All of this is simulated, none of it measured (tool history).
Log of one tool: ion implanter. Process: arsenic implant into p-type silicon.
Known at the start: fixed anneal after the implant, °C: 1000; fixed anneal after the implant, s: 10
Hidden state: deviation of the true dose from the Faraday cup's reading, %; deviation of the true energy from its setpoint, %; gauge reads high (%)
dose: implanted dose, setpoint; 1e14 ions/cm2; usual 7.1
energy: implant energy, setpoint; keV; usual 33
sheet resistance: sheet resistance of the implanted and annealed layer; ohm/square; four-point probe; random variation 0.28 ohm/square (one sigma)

run    hour  dose  energy  wafers since the last listed run  hours since the last dose calibration  hours since the extraction supply was calibrated  hours since the gauge calibration  read-back reference wafer on the same gauge, sheet resistance  sheet resistance
  1       0   7.1      33                                 0                                  289.6                                            2726.3                             1032.9                                                         144.01            134.19
  2    43.1  8.02    29.5                              1050                                  332.7                                            2769.4                               1076                                                            144            126.55
  3    91.8  8.02    29.5                              1187                                  381.4                                            2818.1                             1124.7                                                         143.93            126.78
  4     193   7.1      33                              2466                                  482.6                                            2919.3                             1225.9                                                         143.97            134.16
  5   229.8   7.1      33                               896                                  519.4                                            2956.1                             1262.7                                                         143.91             134.5
  6   328.7   7.1      33                              2410                                  618.3                                              3055                             1361.6                                                         144.03            133.79
  7   413.5   7.1      33                              2066                                  703.1                                            3139.8                             1446.4                                                         144.03            133.84
  8     466  5.48    29.5                              1279                                  755.6                                            3192.3                             1498.9                                                            144            164.08
  9     578  5.48    29.5                              2729                                  867.6                                            3304.3                             1610.9                                                         143.95            165.55
 10   631.6  5.48    29.5                              1306                                  921.2                                            3357.9                             1664.5                                                         144.02            164.93
 11   714.9  6.06      33                              2030                                 1004.5                                            3441.2                             1747.8                                                         144.04            149.77
 12   756.9   7.1      33                              1023                                 1046.5                                            3483.2                             1789.8                                                         143.99            133.75
 13     846   7.1      33                              2171                                 1135.6                                            3572.3                             1878.9                                                         144.02            133.42
 14   906.1   7.1      33                              1464                                 1195.7                                            3632.4                               1939                                                         143.91             133.2
 15  1013.2   7.1      33                              2610                                 1302.8                                            3739.5                             2046.1                                                         144.08            132.86
 16  1117.8   7.1      37                              2549                                 1407.4                                            3844.1                             2150.7                                                            144            130.08
 17  1194.7   7.1      33                              1874                                 1484.3                                              3921                             2227.6                                                         143.97            133.99
 18  1236.3  8.36    29.5                              1013                                 1525.9                                            3962.6                             2269.2                                                         143.97            122.52
 19  1280.5   7.1      33                              1077                                 1570.1                                            4006.8                             2313.4                                                         144.02            132.95
 20  1374.5   7.1      33                              2291                                 1664.1                                            4100.8                             2407.4                                                         143.96            133.15
 21  1438.2  8.54    28.5                              1552                                 1727.8                                            4164.5                             2471.1                                                         143.96            121.74
 22  1529.3  8.01    38.5                              2220                                 1818.9                                            4255.6                             2562.2                                                         143.95            118.58
 23  1591.5  5.65      22                              1516                                 1881.1                                            4317.8                             2624.4                                                         143.99             168.5
     1673.2  -- extraction supply calibrated
     1699.6  -- gauge calibrated
 24    1877  8.41    44.5                              6764                                 2166.6                                             203.8                              177.4                                                            144            110.85
 25  1924.8  6.47      36                              1165                                 2214.4                                             251.6                              225.2                                                         144.02            139.73
 26  2018.1   7.1    22.5                              2274                                 2307.7                                             344.9                              318.5                                                         143.99            145.08
     2163.9  -- Faraday cup replaced and dose calibrated
 27  2181.8   7.1    23.5                              3795                                   17.9                                             508.6                              482.2                                                         144.04            146.02
 28  2395.6  8.82    24.5                              5211                                  231.7                                             722.4                                696                                                         144.01            126.77
 29  2701.5   7.1      33                              7456                                  537.6                                            1028.3                             1001.9                                                         144.01            134.01
 30  2791.9   7.1      33                              2203                                    628                                            1118.7                             1092.3                                                         144.04            133.95
 31  2838.1  5.48    29.5                              1126                                  674.2                                            1164.9                             1138.5                                                         144.04            165.04
 32  2889.8  5.27      22                              1260                                  725.9                                            1216.6                             1190.2                                                         144.02            178.04
 33  2990.2  8.44      38                              2447                                  826.3                                              1317                             1290.6                                                         144.02            114.85
 34  3042.6   7.1      24                              1277                                  878.7                                            1369.4                               1343                                                         144.02            143.88

5 ways to go on from here, each from the tool as it stands after run 34. What would each give?
  A  3043   7.1      33                                 9                                  879.1                                            1369.8                             1343.4                                                              ?                 ?
  B  3043   5.2    39.5                                 9                                  879.1                                            1369.8                             1343.4                                                              ?                 ?
  C  3043   7.1    25.5                                 9                                  879.1                                            1369.8                             1343.4                                                              ?                 ?
  D  3043  5.74      44                                 9                                  879.1                                            1369.8                             1343.4                                                              ?                 ?
  E  3043  7.69      43                                 9                                  879.1                                            1369.8                             1343.4                                                              ?                 ?

run  read-back reference wafer on the same gauge, sheet resistance  sheet resistance
  A                                                         143.95            134.16
  B                                                         143.95            163.78
  C                                                         143.95            141.95
  D                                                         143.95            149.27
  E                                                         143.95            119.92
Without the tool's hidden state the same runs would have given:
run  sheet resistance
  A            135.51
  B            165.52
  C            143.26
  D            150.88
  E            121.18
